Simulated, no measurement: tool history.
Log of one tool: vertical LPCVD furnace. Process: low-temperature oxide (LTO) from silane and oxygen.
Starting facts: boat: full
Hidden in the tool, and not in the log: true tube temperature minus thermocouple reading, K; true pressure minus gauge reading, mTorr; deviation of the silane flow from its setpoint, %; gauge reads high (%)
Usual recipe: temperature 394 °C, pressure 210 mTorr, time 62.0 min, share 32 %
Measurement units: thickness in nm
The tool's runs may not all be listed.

| run | hour | temperature | pressure | time | share | wafers since the last listed run | hours since the last temperature calibration | hours since the pressure gauge was zeroed | hours since the silane flow controller was replaced | hours since the gauge calibration | read-back reference wafer on the same gauge, thickness | thickness |
|---|---|---|---|---|---|---|---|---|---|---|---|---|
| 1 | 0.0 | 394 | 210 | 62.0 | 32 | 0 | 2987.6 | 2920.2 | 6437.1 | 255.6 | 375.94 | 431.82 |
| 2 | 34.5 | 394 | 210 | 62.0 | 32 | 499 | 3022.1 | 2954.7 | 6471.6 | 290.1 | 376.52 | 432.32 |
| 3 | 63.1 | 394 | 210 | 62.0 | 32 | 413 | 3050.7 | 2983.3 | 6500.2 | 318.7 | 375.88 | 432.81 |
|  | 81.0 | gauge calibrated |
| 4 | 87.7 | 394 | 210 | 62.0 | 32 | 356 | 3075.3 | 3007.9 | 6524.8 | 6.7 | 375.71 | 433.75 |
| 5 | 106.5 | 394 | 210 | 62.0 | 32 | 272 | 3094.1 | 3026.7 | 6543.6 | 25.5 | 375.95 | 432.64 |
| 6 | 136.3 | 387 | 210 | 62.0 | 32 | 431 | 3123.9 | 3056.5 | 6573.4 | 55.3 | 375.74 | 399.39 |
| 7 | 151.5 | 387 | 210 | 62.0 | 32 | 219 | 3139.1 | 3071.7 | 6588.6 | 70.5 | 375.85 | 399.10 |
|  | 185.7 | silane flow controller replaced |
| 8 | 186.2 | 394 | 170 | 62.0 | 28 | 154 | 3173.8 | 3106.4 | 0.5 | 105.2 | 375.84 | 289.49 |
| 9 | 194.7 | 394 | 170 | 62.0 | 28 | 123 | 3182.3 | 3114.9 | 9.0 | 113.7 | 375.67 | 289.02 |
| 10 | 209.6 | 394 | 170 | 62.0 | 28 | 215 | 3197.2 | 3129.8 | 23.9 | 128.6 | 376.05 | 289.65 |
|  | 251.6 | pressure gauge zeroed |
| 11 | 252.1 | 394 | 210 | 62.0 | 32 | 267 | 3239.7 | 0.5 | 66.4 | 171.1 | 376.10 | 435.30 |
| 12 | 269.4 | 394 | 230 | 79.5 | 29 | 250 | 3257.0 | 17.8 | 83.7 | 188.4 | 375.55 | 531.64 |
| 13 | 299.4 | 387 | 210 | 78.0 | 32 | 434 | 3287.0 | 47.8 | 113.7 | 218.4 | 376.01 | 505.26 |
| 14 | 325.3 | 406 | 245 | 45.5 | 38 | 374 | 3312.9 | 73.7 | 139.6 | 244.3 | 376.09 | 537.32 |
|  | 350.1 | thermocouples replaced and temperature profile calibrated |
| 15 | 350.6 | 394 | 210 | 62.0 | 32 | 18 | 0.5 | 99.0 | 164.9 | 269.6 | 375.95 | 411.55 |
| 16 | 368.0 | 394 | 245 | 62.0 | 34 | 251 | 17.9 | 116.4 | 182.3 | 287.0 | 375.96 | 520.38 |
|  | 421.3 | gauge calibrated |
| 17 | 427.5 | 394 | 210 | 62.0 | 28 | 861 | 77.4 | 175.9 | 241.8 | 6.2 | 375.79 | 337.51 |
| 18 | 462.9 | 398 | 255 | 78.5 | 35 | 512 | 112.8 | 211.3 | 277.2 | 41.6 | 375.81 | 749.96 |
| 19 | 477.1 | 399 | 175 | 47.5 | 36 | 205 | 127.0 | 225.5 | 291.4 | 55.8 | 376.03 | 327.94 |
| 20 | 495.4 | 403 | 170 | 62.0 | 28 | 264 | 145.3 | 243.8 | 309.7 | 74.1 | 375.94 | 304.81 |

Run 21 has not been measured yet. What should we expect?
| 21 | 525.3 | 394 | 210 | 62.0 | 32 | 432 | 175.2 | 273.7 | 339.6 | 104.0 | ? | ? |

Run 21 produced read-back reference wafer on the same gauge, thickness 375.67, thickness 412.39 nm.
With the hidden condition absent and the run-to-run variation left alone, this run would have shown thickness 410.33 nm.
